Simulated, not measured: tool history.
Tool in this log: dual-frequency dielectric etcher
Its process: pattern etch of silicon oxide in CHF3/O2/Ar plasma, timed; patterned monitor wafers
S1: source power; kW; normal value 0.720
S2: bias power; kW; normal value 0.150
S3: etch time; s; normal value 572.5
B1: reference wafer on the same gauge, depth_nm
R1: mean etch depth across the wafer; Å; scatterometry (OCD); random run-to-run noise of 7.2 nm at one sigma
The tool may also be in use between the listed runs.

{"run": 1, "hour": 0.0, "S1": 0.72, "S2": 0.15, "S3": 572.5, "B1": 1179.5, "R1": 11289}
{"run": 2, "hour": 145.1, "S1": 0.72, "S2": 0.15, "S3": 572.5, "B1": 1178.1, "R1": 11777}
{"run": 3, "hour": 182.0, "S1": 0.72, "S2": 0.15, "S3": 572.5, "B1": 1181.7, "R1": 11647}
{"run": 4, "hour": 232.3, "S1": 0.72, "S2": 0.15, "S3": 572.5, "B1": 1180.4, "R1": 11855}
{"hour": 272.8, "done": "gauge calibrated"}
{"hour": 417.5, "done": "wet clean of the chamber"}
{"run": 5, "hour": 422.0, "S1": 0.89, "S2": 0.136, "S3": 635.5, "B1": 1180.6, "R1": 13708}
{"hour": 448.7, "done": "source power generator calibrated"}
{"run": 6, "hour": 471.0, "S1": 0.72, "S2": 0.124, "S3": 572.5, "B1": 1177.6, "R1": 11099}
{"run": 7, "hour": 520.0, "S1": 0.59, "S2": 0.133, "S3": 572.5, "B1": 1181.8, "R1": 10209}
{"run": 8, "hour": 550.9, "S1": 0.72, "S2": 0.15, "S3": 572.5, "B1": 1180.2, "R1": 11735}
{"run": 9, "hour": 614.6, "S1": 0.59, "S2": 0.171, "S3": 572.5, "B1": 1181.2, "R1": 11137}
{"run": 10, "hour": 657.2, "S1": 0.89, "S2": 0.15, "S3": 572.5, "B1": 1178.4, "R1": 13042}
{"run": 11, "hour": 711.5, "S1": 0.72, "S2": 0.115, "S3": 452.0, "B1": 1182.8, "R1": 8734}
{"run": 12, "hour": 742.6, "S1": 0.72, "S2": 0.15, "S3": 572.5, "B1": 1179.1, "R1": 11995}
{"run": 13, "hour": 796.7, "S1": 0.62, "S2": 0.185, "S3": 572.5, "B1": 1178.4, "R1": 11980}
{"hour": 849.6, "done": "wet clean of the chamber"}
{"run": 14, "hour": 868.4, "S1": 0.8, "S2": 0.18, "S3": 620.0, "B1": 1180.2, "R1": 13893}
{"hour": 901.6, "done": "bias power generator calibrated"}
{"run": 15, "hour": 919.4, "S1": 0.72, "S2": 0.15, "S3": 572.5, "B1": 1179.6, "R1": 11441}
{"run": 16, "hour": 961.4, "S1": 0.78, "S2": 0.17, "S3": 483.5, "B1": 1180.5, "R1": 10640}
{"run": 17, "hour": 1002.8, "S1": 0.58, "S2": 0.15, "S3": 732.0, "B1": 1180.7, "R1": 13471}
{"run": 18, "hour": 1054.7, "S1": 0.67, "S2": 0.167, "S3": 702.5, "B1": 1179.5, "R1": 14298}
{"run": 19, "hour": 1102.0, "S1": 0.88, "S2": 0.121, "S3": 457.5, "B1": 1182.8, "R1": 9630}
{"run": 20, "hour": 1145.8, "S1": 0.72, "S2": 0.15, "S3": 497.5, "B1": 1179.9, "R1": 10230}
{"run": 21, "hour": 1193.2, "S1": 0.72, "S2": 0.179, "S3": 701.5, "B1": 1177.4, "R1": 15467}
{"run": 22, "hour": 1225.1, "S1": 0.84, "S2": 0.179, "S3": 437.5, "B1": 1181.2, "R1": 10341}
{"hour": 1257.9, "done": "wet clean of the chamber"}
{"run": 23, "hour": 1292.7, "S1": 0.72, "S2": 0.162, "S3": 572.5, "B1": 1181.1, "R1": 11717}
{"run": 24, "hour": 1319.7, "S1": 0.72, "S2": 0.139, "S3": 623.0, "B1": 1180.7, "R1": 12214}
{"run": 25, "hour": 1360.5, "S1": 0.8, "S2": 0.15, "S3": 504.0, "B1": 1179.4, "R1": 10706}
{"run": 26, "hour": 1397.0, "S1": 0.72, "S2": 0.15, "S3": 572.5, "B1": 1177.2, "R1": 11480}
{"run": 27, "hour": 1448.0, "S1": 0.72, "S2": 0.15, "S3": 572.5, "B1": 1181.4, "R1": 11822}
{"run": 28, "hour": 1484.8, "S1": 0.72, "S2": 0.15, "S3": 572.5, "B1": 1178.5, "R1": 11735}

5 options for the next run, each taken on its own from the tool as it stands now. Forecast them:
{"run": "A", "hour": 1485.4, "S1": 0.72, "S2": 0.171, "S3": 572.5, "B1": "?", "R1": "?"}
{"run": "B", "hour": 1485.4, "S1": 0.82, "S2": 0.16, "S3": 670.5, "B1": "?", "R1": "?"}
{"run": "C", "hour": 1485.4, "S1": 0.79, "S2": 0.15, "S3": 572.5, "B1": "?", "R1": "?"}
{"run": "D", "hour": 1485.4, "S1": 0.55, "S2": 0.134, "S3": 572.5, "B1": "?", "R1": "?"}
{"run": "E", "hour": 1485.4, "S1": 0.72, "S2": 0.132, "S3": 667.5, "B1": "?", "R1": "?"}

run=A B1=1178.8 R1=12147
run=B B1=1178.8 R1=14777
run=C B1=1178.8 R1=12174
run=D B1=1178.8 R1=9964
run=E B1=1178.8 R1=13116
The same runs, with their run-to-run variation unchanged, on a tool lacking any hidden condition would have given:
run=A R1=11854
run=B R1=14420
run=C R1=11880
run=D R1=9724
run=E R1=12799
